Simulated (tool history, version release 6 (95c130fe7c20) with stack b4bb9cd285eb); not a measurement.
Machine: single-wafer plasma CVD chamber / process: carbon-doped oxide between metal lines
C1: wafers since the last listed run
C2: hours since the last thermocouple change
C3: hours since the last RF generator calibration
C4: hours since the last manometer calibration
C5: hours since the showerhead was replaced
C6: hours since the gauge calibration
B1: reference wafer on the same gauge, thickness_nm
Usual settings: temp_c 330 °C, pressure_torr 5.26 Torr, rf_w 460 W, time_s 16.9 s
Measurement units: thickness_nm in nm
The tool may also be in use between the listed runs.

run 1 hour=0.0 | temp_c=330 pressure_torr=5.26 rf_w=460 time_s=16.9 | C1=0 C2=392.8 C3=167.0 C4=650.1 C5=240.4 C6=98.2 | B1=96.909 | thickness_nm=84.186
run 2 hour=52.3 | temp_c=330 pressure_torr=5.72 rf_w=460 time_s=16.9 | C1=858 C2=445.1 C3=219.3 C4=702.4 C5=292.7 C6=150.5 | B1=96.922 | thickness_nm=86.427
run 3 hour=94.4 | temp_c=330 pressure_torr=5.72 rf_w=460 time_s=16.9 | C1=691 C2=487.2 C3=261.4 C4=744.5 C5=334.8 C6=192.6 | B1=97.050 | thickness_nm=85.165
run 4 hour=144.9 | temp_c=330 pressure_torr=5.72 rf_w=460 time_s=16.9 | C1=829 C2=537.7 C3=311.9 C4=795.0 C5=385.3 C6=243.1 | B1=97.199 | thickness_nm=85.247
-- hour=186.0 capacitance manometer re-zeroed and calibrated
run 5 hour=209.9 | temp_c=330 pressure_torr=5.26 rf_w=460 time_s=16.9 | C1=935 C2=602.7 C3=376.9 C4=23.9 C5=450.3 C6=308.1 | B1=96.975 | thickness_nm=84.571
run 6 hour=275.6 | temp_c=330 pressure_torr=5.26 rf_w=425 time_s=18.7 | C1=1078 C2=668.4 C3=442.6 C4=89.6 C5=516.0 C6=373.8 | B1=96.915 | thickness_nm=89.956
run 7 hour=344.7 | temp_c=321 pressure_torr=6.14 rf_w=380 time_s=15.8 | C1=1134 C2=737.5 C3=511.7 C4=158.7 C5=585.1 C6=442.9 | B1=97.017 | thickness_nm=75.862
run 8 hour=443.6 | temp_c=338 pressure_torr=5.70 rf_w=490 time_s=13.6 | C1=1623 C2=836.4 C3=610.6 C4=257.6 C5=684.0 C6=541.8 | B1=96.865 | thickness_nm=69.808
run 9 hour=510.2 | temp_c=330 pressure_torr=5.26 rf_w=460 time_s=16.9 | C1=1093 C2=903.0 C3=677.2 C4=324.2 C5=750.6 C6=608.4 | B1=97.031 | thickness_nm=85.344
run 10 hour=560.3 | temp_c=336 pressure_torr=5.67 rf_w=375 time_s=15.1 | C1=822 C2=953.1 C3=727.3 C4=374.3 C5=800.7 C6=658.5 | B1=97.012 | thickness_nm=67.246
run 11 hour=595.7 | temp_c=330 pressure_torr=5.26 rf_w=460 time_s=16.9 | C1=581 C2=988.5 C3=762.7 C4=409.7 C5=836.1 C6=693.9 | B1=97.032 | thickness_nm=85.802
run 12 hour=629.7 | temp_c=330 pressure_torr=4.75 rf_w=460 time_s=16.9 | C1=558 C2=1022.5 C3=796.7 C4=443.7 C5=870.1 C6=727.9 | B1=97.064 | thickness_nm=83.783
run 13 hour=682.0 | temp_c=330 pressure_torr=5.26 rf_w=460 time_s=19.4 | C1=858 C2=1074.8 C3=849.0 C4=496.0 C5=922.4 C6=780.2 | B1=97.039 | thickness_nm=97.532
-- hour=704.6 thermocouple changed; heater temperature recalibrated
run 14 hour=745.1 | temp_c=330 pressure_torr=5.26 rf_w=460 time_s=16.9 | C1=904 C2=40.5 C3=912.1 C4=559.1 C5=985.5 C6=843.3 | B1=97.075 | thickness_nm=83.978
run 15 hour=782.2 | temp_c=323 pressure_torr=5.26 rf_w=460 time_s=16.9 | C1=609 C2=77.6 C3=949.2 C4=596.2 C5=1022.6 C6=880.4 | B1=96.938 | thickness_nm=86.007
run 16 hour=840.4 | temp_c=330 pressure_torr=5.26 rf_w=460 time_s=16.9 | C1=955 C2=135.8 C3=1007.4 C4=654.4 C5=1080.8 C6=938.6 | B1=96.991 | thickness_nm=84.104
run 17 hour=903.9 | temp_c=316 pressure_torr=5.68 rf_w=430 time_s=19.2 | C1=1042 C2=199.3 C3=1070.9 C4=717.9 C5=1144.3 C6=1002.1 | B1=96.905 | thickness_nm=97.687
run 18 hour=934.5 | temp_c=322 pressure_torr=5.26 rf_w=500 time_s=15.2 | C1=502 C2=229.9 C3=1101.5 C4=748.5 C5=1174.9 C6=1032.7 | B1=97.051 | thickness_nm=80.982
run 19 hour=962.7 | temp_c=330 pressure_torr=5.26 rf_w=460 time_s=16.9 | C1=462 C2=258.1 C3=1129.7 C4=776.7 C5=1203.1 C6=1060.9 | B1=97.039 | thickness_nm=84.797
run 20 hour=1027.1 | temp_c=330 pressure_torr=4.20 rf_w=460 time_s=16.9 | C1=1057 C2=322.5 C3=1194.1 C4=841.1 C5=1267.5 C6=1125.3 | B1=96.926 | thickness_nm=80.615
-- hour=1067.0 capacitance manometer re-zeroed and calibrated
run 21 hour=1076.1 | temp_c=330 pressure_torr=5.26 rf_w=460 time_s=16.9 | C1=673 C2=371.5 C3=1243.1 C4=9.1 C5=1316.5 C6=1174.3 | B1=96.989 | thickness_nm=85.124
run 22 hour=1115.6 | temp_c=320 pressure_torr=5.26 rf_w=460 time_s=15.1 | C1=648 C2=411.0 C3=1282.6 C4=48.6 C5=1356.0 C6=1213.8 | B1=97.087 | thickness_nm=77.768
run 23 hour=1174.5 | temp_c=330 pressure_torr=4.90 rf_w=515 time_s=18.4 | C1=967 C2=469.9 C3=1341.5 C4=107.5 C5=1414.9 C6=1272.7 | B1=97.143 | thickness_nm=95.125
run 24 hour=1227.2 | temp_c=316 pressure_torr=5.68 rf_w=430 time_s=19.2 | C1=865 C2=522.6 C3=1394.2 C4=160.2 C5=1467.6 C6=1325.4 | B1=96.984 | thickness_nm=98.059
run 25 hour=1280.8 | temp_c=330 pressure_torr=5.26 rf_w=460 time_s=16.9 | C1=880 C2=576.2 C3=1447.8 C4=213.8 C5=1521.2 C6=1379.0 | B1=96.923 | thickness_nm=84.764
run 26 hour=1310.9 | temp_c=330 pressure_torr=5.26 rf_w=380 time_s=16.9 | C1=494 C2=606.3 C3=1477.9 C4=243.9 C5=1551.3 C6=1409.1 | B1=97.037 | thickness_nm=77.184
run 27 hour=1365.3 | temp_c=336 pressure_torr=3.96 rf_w=545 time_s=16.9 | C1=893 C2=660.7 C3=1532.3 C4=298.3 C5=1605.7 C6=1463.5 | B1=97.068 | thickness_nm=86.959
run 28 hour=1412.8 | temp_c=323 pressure_torr=5.26 rf_w=430 time_s=14.1 | C1=779 C2=708.2 C3=1579.8 C4=345.8 C5=1653.2 C6=1511.0 | B1=97.090 | thickness_nm=70.593

Predict each of these 5 candidate next runs independently; none follows another, all start after run 28:
run A hour=1413.2 | temp_c=330 pressure_torr=5.26 rf_w=460 time_s=16.9 | C1=6 C2=708.6 C3=1580.2 C4=346.2 C5=1653.6 C6=1511.4 | B1=? | thickness_nm=?
run B hour=1413.2 | temp_c=342 pressure_torr=6.27 rf_w=460 time_s=15.7 | C1=6 C2=708.6 C3=1580.2 C4=346.2 C5=1653.6 C6=1511.4 | B1=? | thickness_nm=?
run C hour=1413.2 | temp_c=330 pressure_torr=5.26 rf_w=490 time_s=16.9 | C1=6 C2=708.6 C3=1580.2 C4=346.2 C5=1653.6 C6=1511.4 | B1=? | thickness_nm=?
run D hour=1413.2 | temp_c=339 pressure_torr=5.26 rf_w=460 time_s=15.3 | C1=6 C2=708.6 C3=1580.2 C4=346.2 C5=1653.6 C6=1511.4 | B1=? | thickness_nm=?
run E hour=1413.2 | temp_c=330 pressure_torr=6.08 rf_w=430 time_s=20.2 | C1=6 C2=708.6 C3=1580.2 C4=346.2 C5=1653.6 C6=1511.4 | B1=? | thickness_nm=?

run=A B1=96.992 thickness_nm=84.904
run=B B1=96.992 thickness_nm=77.915
run=C B1=96.992 thickness_nm=87.457
run=D B1=96.992 thickness_nm=74.905
run=E B1=96.992 thickness_nm=99.604
Without the tool's unlogged condition, the same runs would have read:
run=A thickness_nm=83.748
run=B thickness_nm=76.968
run=C thickness_nm=86.266
run=D thickness_nm=73.978
run=E thickness_nm=98.248

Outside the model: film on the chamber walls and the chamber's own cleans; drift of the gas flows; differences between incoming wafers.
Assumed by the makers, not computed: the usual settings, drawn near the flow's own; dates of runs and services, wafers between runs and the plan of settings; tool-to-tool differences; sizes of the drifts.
